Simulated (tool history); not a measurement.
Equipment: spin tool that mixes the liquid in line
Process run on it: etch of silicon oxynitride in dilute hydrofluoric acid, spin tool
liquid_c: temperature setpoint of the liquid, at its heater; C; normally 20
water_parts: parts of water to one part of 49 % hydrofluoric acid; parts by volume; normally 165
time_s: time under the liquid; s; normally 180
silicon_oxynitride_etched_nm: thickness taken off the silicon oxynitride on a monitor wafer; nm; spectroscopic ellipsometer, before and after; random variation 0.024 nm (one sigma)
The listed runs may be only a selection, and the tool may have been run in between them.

run	hour	liquid_c	water_parts	time_s	wafers since the last listed run	hours since the thermometer was replaced	hours since the hydrofluoric acid flow meter was replaced	hours since the gauge calibration	read-back film thickness of the silicon oxynitride reference wafer, read on the same gauge (nm)	silicon_oxynitride_etched_nm
1	0	18	165	180	0	59.7	202.6	338.8	129.991	0.969
2	33.6	18	165	180	230	93.3	236.2	372.4	130.001	0.945
3	62.8	20	165	180	200	122.5	265.4	401.6	129.992	1.094
4	90.8	20	165	180	191	150.5	293.4	429.6	129.996	1.04
5	107	20	165	180	110	166.7	309.6	445.8	129.985	1.042
6	131.5	20	165	105	167	191.2	334.1	470.3	129.998	0.627
7	153.3	20	165	180	149	213	355.9	492.1	130.02	1.027
8	179.7	20	165	180	180	239.4	382.3	518.5	129.996	1.101
9	192.1	20	165	180	84	251.8	394.7	530.9	129.986	1.066
# hour 220.6: gauge calibrated
10	225.4	20	165	180	228	285.1	428	4.8	129.983	1.028
# hour 232.2: hydrofluoric acid flow meter replaced
11	250.5	23.5	165	205	165	310.2	18.3	29.9	130.022	1.254
12	281.9	23.5	165	205	215	341.6	49.7	61.3	129.987	1.315
13	302.2	23.5	165	205	139	361.9	70	81.6	130.019	1.281
14	334.8	20	165	180	223	394.5	102.6	114.2	130.009	0.954
# hour 360.1: hydrofluoric acid flow meter replaced, repeated, since the last time left the tool worse
15	364.8	20	165	180	198	424.5	4.7	144.2	130.013	1.103
16	394.7	17	165	280	204	454.4	34.6	174.1	129.986	1.553
17	425.3	24.5	165	180	209	485	65.2	204.7	129.989	1.433
18	454.6	17	165	180	200	514.3	94.5	234	129.995	0.997
19	481.3	20	165	180	182	541	121.2	260.7	129.998	1.108
20	515.1	20	235	145	231	574.8	155	294.5	129.977	0.613
21	537.1	22.5	165	180	150	596.8	177	316.5	130.018	1.216
# hour 555.5: thermometer replaced
22	559.7	22.5	190	85	147	4.2	199.6	339.1	129.992	0.495
23	593	23.5	165	180	228	37.5	232.9	372.4	130.005	1.29
24	624.4	17	220	180	215	68.9	264.3	403.8	130.027	0.686
25	637.7	20	165	180	91	82.2	277.6	417.1	129.992	1.098
26	668.3	20	165	145	209	112.8	308.2	447.7	130.001	0.872
27	703.5	20	165	225	241	148	343.4	482.9	129.989	1.312
28	737.3	17	100	115	231	181.8	377.2	516.7	130.012	0.974
# hour 745.2: hydrofluoric acid flow meter replaced
29	759.7	18	120	180	146	204.2	14.5	539.1	130.013	1.434
30	775.3	20	110	180	106	219.8	30.1	554.7	130.006	1.754
31	796.2	18	165	80	143	240.7	51	575.6	129.991	0.461
32	820.1	20	165	180	163	264.6	74.9	599.5	129.998	1.114
# hour 824.6: gauge calibrated
33	836.5	20	165	235	112	281	91.3	11.9	129.994	1.424

4 options for the next run, each taken on its own from the tool as it stands now. Forecast them:
A	837	20	165	180	3	281.5	91.8	12.4	?	?
B	837	25	105	220	3	281.5	91.8	12.4	?	?
C	837	20	100	125	3	281.5	91.8	12.4	?	?
D	837	23	95	210	3	281.5	91.8	12.4	?	?

run	read-back film thickness of the silicon oxynitride reference wafer, read on the same gauge (nm)	silicon_oxynitride_etched_nm
A	129.998	1.134
B	129.998	2.884
C	129.998	1.361
D	129.998	2.792
The same runs, with their run-to-run variation unchanged, on a tool lacking any hidden condition would have given:
run	silicon_oxynitride_etched_nm
A	1.159
B	2.947
C	1.39
D	2.853

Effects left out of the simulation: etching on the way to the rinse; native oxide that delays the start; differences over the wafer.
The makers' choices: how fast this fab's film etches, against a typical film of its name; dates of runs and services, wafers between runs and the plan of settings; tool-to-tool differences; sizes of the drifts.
